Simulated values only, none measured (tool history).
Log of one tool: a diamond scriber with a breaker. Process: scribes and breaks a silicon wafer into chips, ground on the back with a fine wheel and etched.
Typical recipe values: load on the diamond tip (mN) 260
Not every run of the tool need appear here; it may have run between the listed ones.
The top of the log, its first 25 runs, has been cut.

| run | day | load on the diamond tip (mN) | wafers since the last listed run | hours since the diamond tip was replaced | hours since the load on the tip was calibrated | incoming depth of the damage left on the back of the incoming wafer, um | depth of the median crack under the scribed line (µm) | chips rejected at inspection after the break (%) |
|---|---|---|---|---|---|---|---|---|
| 26 | 47.775 | 260 | 51 | 378.9 | 194.0 | 0.67 | 13.89 | 2.04 |
| 27 | 48.833 | 260 | 38 | 404.3 | 219.4 | 0.32 | 14.29 | 2.09 |
| 28 | 51.117 | 323 | 82 | 459.1 | 274.2 | 0.50 | 17.38 | 3.23 |
| 29 | 52.317 | 260 | 43 | 487.9 | 303.0 | 0.75 | 14.11 | 2.23 |
|  | 53.754 | diamond tip replaced by a new one |
| 30 | 54.788 | 325 | 85 | 24.8 | 362.3 | 0.45 | 16.63 | 3.23 |
| 31 | 56.712 | 209 | 69 | 71.0 | 408.5 | 0.63 | 11.14 | 9.41 |
| 32 | 58.521 | 224 | 65 | 114.4 | 451.9 | 0.76 | 12.31 | 6.70 |
| 33 | 61.333 | 338 | 101 | 181.9 | 519.4 | 0.55 | 16.66 | 3.93 |
| 34 | 62.858 | 334 | 54 | 218.5 | 556.0 | 0.52 | 16.98 | 3.24 |
| 35 | 65.412 | 293 | 91 | 279.8 | 617.3 | 0.60 | 14.61 | 1.68 |
|  | 65.721 | load on the tip recalibrated |
| 36 | 67.525 | 260 | 72 | 330.5 | 43.3 | 0.77 | 14.72 | 1.66 |
| 37 | 70.121 | 321 | 93 | 392.8 | 105.6 | 0.40 | 17.67 | 3.98 |

Predict the results of run 38:
| 38 | 72.375 | 295 | 81 | 446.9 | 159.7 | 0.77 | ? | ? |

{"run 38": {"depth of the median crack under the scribed line (µm)": 15.37, "chips rejected at inspection after the break (%)": 2.05}}
On a tool with no hidden condition, and with the same random variation, this run would have come out at depth of the median crack under the scribed line (µm) 16.15, chips rejected at inspection after the break (%) 2.96.

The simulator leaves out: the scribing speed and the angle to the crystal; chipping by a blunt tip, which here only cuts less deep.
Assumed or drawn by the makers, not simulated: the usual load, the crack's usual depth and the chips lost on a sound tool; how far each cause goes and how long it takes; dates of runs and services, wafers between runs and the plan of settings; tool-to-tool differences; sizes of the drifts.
